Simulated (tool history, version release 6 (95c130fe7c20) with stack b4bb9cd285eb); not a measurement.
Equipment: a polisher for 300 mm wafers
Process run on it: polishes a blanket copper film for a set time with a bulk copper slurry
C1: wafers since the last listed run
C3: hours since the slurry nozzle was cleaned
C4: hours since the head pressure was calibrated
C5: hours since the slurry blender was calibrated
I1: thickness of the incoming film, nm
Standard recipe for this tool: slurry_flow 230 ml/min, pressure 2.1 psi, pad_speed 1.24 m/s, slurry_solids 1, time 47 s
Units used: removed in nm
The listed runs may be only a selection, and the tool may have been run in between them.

{"run": 1, "hour": 0.0, "slurry_flow": 230, "pressure": 2.1, "pad_speed": 1.24, "slurry_solids": 1, "time": 47, "C1": 0, "wafers polished on this pad": 1797, "C3": 637.5, "C4": 462.8, "C5": 284.7, "I1": 4679.3, "removed": 352.6}
{"run": 2, "hour": 99.4, "slurry_flow": 230, "pressure": 2.1, "pad_speed": 1.24, "slurry_solids": 1, "time": 47, "C1": 749, "wafers polished on this pad": 2547, "C3": 736.9, "C4": 562.2, "C5": 384.1, "I1": 4722.2, "removed": 361.6}
{"run": 3, "hour": 171.8, "slurry_flow": 230, "pressure": 2.1, "pad_speed": 1.24, "slurry_solids": 1, "time": 47, "C1": 546, "wafers polished on this pad": 3093, "C3": 809.3, "C4": 634.6, "C5": 456.5, "I1": 4601.7, "removed": 357.2}
{"hour": 199.7, "done": "slurry nozzle cleaned"}
{"hour": 224.0, "done": "head pressure recalibrated"}
{"run": 4, "hour": 224.5, "slurry_flow": 230, "pressure": 2.1, "pad_speed": 1.24, "slurry_solids": 1, "time": 47, "C1": 374, "wafers polished on this pad": 3468, "C3": 24.8, "C4": 0.5, "C5": 509.2, "I1": 4778.1, "removed": 348}
{"run": 5, "hour": 286.1, "slurry_flow": 230, "pressure": 2.1, "pad_speed": 1.24, "slurry_solids": 1, "time": 47, "C1": 464, "wafers polished on this pad": 3932, "C3": 86.4, "C4": 62.1, "C5": 570.8, "I1": 4728.6, "removed": 341.5}
{"hour": 360.6, "done": "worn pad replaced by a new one"}
{"run": 6, "hour": 383.2, "slurry_flow": 230, "pressure": 2.3, "pad_speed": 1.24, "slurry_solids": 1.1, "time": 47, "C1": 702, "wafers polished on this pad": 170, "C3": 183.5, "C4": 159.2, "C5": 667.9, "I1": 4714.3, "removed": 367.7}
{"hour": 395.0, "done": "slurry blender recalibrated"}
{"run": 7, "hour": 496.6, "slurry_flow": 230, "pressure": 2.3, "pad_speed": 1.24, "slurry_solids": 1.1, "time": 47, "C1": 840, "wafers polished on this pad": 1010, "C3": 296.9, "C4": 272.6, "C5": 101.6, "I1": 4701.5, "removed": 353.7}
{"run": 8, "hour": 556.9, "slurry_flow": 230, "pressure": 2.1, "pad_speed": 1.24, "slurry_solids": 1, "time": 47, "C1": 454, "wafers polished on this pad": 1465, "C3": 357.2, "C4": 332.9, "C5": 161.9, "I1": 4660.9, "removed": 327.1}
{"run": 9, "hour": 601.0, "slurry_flow": 230, "pressure": 2.1, "pad_speed": 1.24, "slurry_solids": 1, "time": 47, "C1": 332, "wafers polished on this pad": 1798, "C3": 401.3, "C4": 377, "C5": 206, "I1": 4711.9, "removed": 328.2}
{"run": 10, "hour": 665.3, "slurry_flow": 230, "pressure": 2.1, "pad_speed": 1.24, "slurry_solids": 1, "time": 37, "C1": 485, "wafers polished on this pad": 2283, "C3": 465.6, "C4": 441.3, "C5": 270.3, "I1": 4689.5, "removed": 253.2}
{"run": 11, "hour": 714.0, "slurry_flow": 230, "pressure": 2.1, "pad_speed": 1.24, "slurry_solids": 1, "time": 47, "C1": 367, "wafers polished on this pad": 2650, "C3": 514.3, "C4": 490, "C5": 319, "I1": 4637.3, "removed": 326}
{"hour": 723.4, "done": "slurry nozzle cleaned, repeated, since the last time left the tool worse"}
{"run": 12, "hour": 786.0, "slurry_flow": 230, "pressure": 2.1, "pad_speed": 1.24, "slurry_solids": 1, "time": 47, "C1": 535, "wafers polished on this pad": 3186, "C3": 62.6, "C4": 562, "C5": 391, "I1": 4701.7, "removed": 370.8}
{"hour": 899.1, "done": "head pressure recalibrated"}
{"hour": 982.2, "done": "worn pad replaced by a new one"}
{"run": 13, "hour": 1086.1, "slurry_flow": 230, "pressure": 1.8, "pad_speed": 1.24, "slurry_solids": 1, "time": 40, "C1": 2218, "wafers polished on this pad": 783, "C3": 362.7, "C4": 187, "C5": 691.1, "I1": 4732.8, "removed": 261.5}
{"hour": 1129.1, "done": "slurry blender recalibrated"}
{"run": 14, "hour": 1179.3, "slurry_flow": 270, "pressure": 2.1, "pad_speed": 1.42, "slurry_solids": 0.75, "time": 39, "C1": 687, "wafers polished on this pad": 1471, "C3": 455.9, "C4": 280.2, "C5": 50.2, "I1": 4692.7, "removed": 341.3}
{"run": 15, "hour": 1243.8, "slurry_flow": 230, "pressure": 2.3, "pad_speed": 1.24, "slurry_solids": 1.1, "time": 47, "C1": 486, "wafers polished on this pad": 1958, "C3": 520.4, "C4": 344.7, "C5": 114.7, "I1": 4711.5, "removed": 402.5}
{"run": 16, "hour": 1344.2, "slurry_flow": 230, "pressure": 2.1, "pad_speed": 0.94, "slurry_solids": 1, "time": 47, "C1": 757, "wafers polished on this pad": 2715, "C3": 620.8, "C4": 445.1, "C5": 215.1, "I1": 4695.5, "removed": 280.1}
{"run": 17, "hour": 1440.2, "slurry_flow": 230, "pressure": 2.1, "pad_speed": 1.24, "slurry_solids": 1, "time": 47, "C1": 724, "wafers polished on this pad": 3439, "C3": 716.8, "C4": 541.1, "C5": 311.1, "I1": 4672.5, "removed": 361.2}
{"run": 18, "hour": 1534.5, "slurry_flow": 230, "pressure": 2.1, "pad_speed": 1.46, "slurry_solids": 1, "time": 52, "C1": 711, "wafers polished on this pad": 4151, "C3": 811.1, "C4": 635.4, "C5": 405.4, "I1": 4741.4, "removed": 471.6}
{"hour": 1539.5, "done": "head pressure recalibrated"}
{"hour": 1563.3, "done": "slurry nozzle cleaned"}
{"run": 19, "hour": 1618.9, "slurry_flow": 230, "pressure": 2.1, "pad_speed": 0.94, "slurry_solids": 1, "time": 47, "C1": 613, "wafers polished on this pad": 4765, "C3": 55.6, "C4": 79.4, "C5": 489.8, "I1": 4657.2, "removed": 290.8}
{"hour": 1623.3, "done": "worn pad replaced by a new one"}
{"run": 20, "hour": 1704.6, "slurry_flow": 230, "pressure": 2.1, "pad_speed": 1.5, "slurry_solids": 1.15, "time": 47, "C1": 616, "wafers polished on this pad": 612, "C3": 141.3, "C4": 165.1, "C5": 575.5, "I1": 4767.1, "removed": 461.4}
{"run": 21, "hour": 1799.1, "slurry_flow": 230, "pressure": 2.1, "pad_speed": 1.24, "slurry_solids": 1, "time": 47, "C1": 712, "wafers polished on this pad": 1325, "C3": 235.8, "C4": 259.6, "C5": 670, "I1": 4660.7, "removed": 362.7}
{"run": 22, "hour": 1859.3, "slurry_flow": 230, "pressure": 1.5, "pad_speed": 1.24, "slurry_solids": 1, "time": 54, "C1": 454, "wafers polished on this pad": 1779, "C3": 296, "C4": 319.8, "C5": 730.2, "I1": 4635.4, "removed": 303.7}
{"hour": 1863.1, "done": "slurry blender recalibrated"}
{"run": 23, "hour": 1905.6, "slurry_flow": 230, "pressure": 1.6, "pad_speed": 1.24, "slurry_solids": 1, "time": 36, "C1": 334, "wafers polished on this pad": 2113, "C3": 342.3, "C4": 366.1, "C5": 42.5, "I1": 4753.7, "removed": 212.7}
{"run": 24, "hour": 1972.8, "slurry_flow": 255, "pressure": 1.7, "pad_speed": 1.24, "slurry_solids": 1, "time": 47, "C1": 506, "wafers polished on this pad": 2620, "C3": 409.5, "C4": 433.3, "C5": 109.7, "I1": 4678.9, "removed": 299.8}
{"run": 25, "hour": 2049.1, "slurry_flow": 230, "pressure": 2.1, "pad_speed": 1.24, "slurry_solids": 1, "time": 47, "C1": 575, "wafers polished on this pad": 3196, "C3": 485.8, "C4": 509.6, "C5": 186, "I1": 4659.1, "removed": 366}
{"run": 26, "hour": 2149.0, "slurry_flow": 230, "pressure": 2.1, "pad_speed": 1.24, "slurry_solids": 0.8, "time": 40, "C1": 753, "wafers polished on this pad": 3949, "C3": 585.7, "C4": 609.5, "C5": 285.9, "I1": 4725.5, "removed": 297.3}
{"run": 27, "hour": 2231.4, "slurry_flow": 210, "pressure": 2.1, "pad_speed": 1.24, "slurry_solids": 1, "time": 47, "C1": 621, "wafers polished on this pad": 4571, "C3": 668.1, "C4": 691.9, "C5": 368.3, "I1": 4779.8, "removed": 353}
{"hour": 2251.6, "done": "head pressure recalibrated"}
{"hour": 2259.3, "done": "worn pad replaced by a new one"}
{"hour": 2311.8, "done": "slurry nozzle cleaned"}
{"run": 28, "hour": 2312.2, "slurry_flow": 230, "pressure": 2.1, "pad_speed": 1.24, "slurry_solids": 1.2, "time": 47, "C1": 556, "wafers polished on this pad": 391, "C3": 0.4, "C4": 60.6, "C5": 449.1, "I1": 4756, "removed": 377.3}
{"run": 29, "hour": 2376.0, "slurry_flow": 230, "pressure": 2.1, "pad_speed": 1.24, "slurry_solids": 1, "time": 33, "C1": 481, "wafers polished on this pad": 872, "C3": 64.2, "C4": 124.4, "C5": 512.9, "I1": 4654.5, "removed": 260.1}
{"hour": 2536.5, "done": "slurry blender recalibrated"}
{"run": 30, "hour": 2620.6, "slurry_flow": 230, "pressure": 2.1, "pad_speed": 1.56, "slurry_solids": 1, "time": 47, "C1": 1829, "wafers polished on this pad": 2702, "C3": 308.8, "C4": 369, "C5": 84.1, "I1": 4744.3, "removed": 442.9}

Predict each of these 4 candidate next runs independently; none follows another, all start after run 30:
{"run": "A", "hour": 2621.0, "slurry_flow": 230, "pressure": 2.1, "pad_speed": 1.46, "slurry_solids": 1, "time": 47, "C1": 3, "wafers polished on this pad": 2705, "C3": 309.2, "C4": 369.4, "C5": 84.5, "I1": 4663.4, "removed": "?"}
{"run": "B", "hour": 2621.0, "slurry_flow": 230, "pressure": 2.7, "pad_speed": 1.24, "slurry_solids": 1, "time": 47, "C1": 3, "wafers polished on this pad": 2705, "C3": 309.2, "C4": 369.4, "C5": 84.5, "I1": 4663.4, "removed": "?"}
{"run": "C", "hour": 2621.0, "slurry_flow": 230, "pressure": 2.1, "pad_speed": 1.52, "slurry_solids": 1, "time": 56, "C1": 3, "wafers polished on this pad": 2705, "C3": 309.2, "C4": 369.4, "C5": 84.5, "I1": 4663.4, "removed": "?"}
{"run": "D", "hour": 2621.0, "slurry_flow": 175, "pressure": 1.9, "pad_speed": 1.52, "slurry_solids": 0.9, "time": 47, "C1": 3, "wafers polished on this pad": 2705, "C3": 309.2, "C4": 369.4, "C5": 84.5, "I1": 4663.4, "removed": "?"}

run=A removed=426.1
run=B removed=468.5
run=C removed=527.8
run=D removed=374.4
Without the tool's unlogged condition, the same runs would have read:
run=A removed=436.4
run=B removed=479.8
run=C removed=540.5
run=D removed=386.5
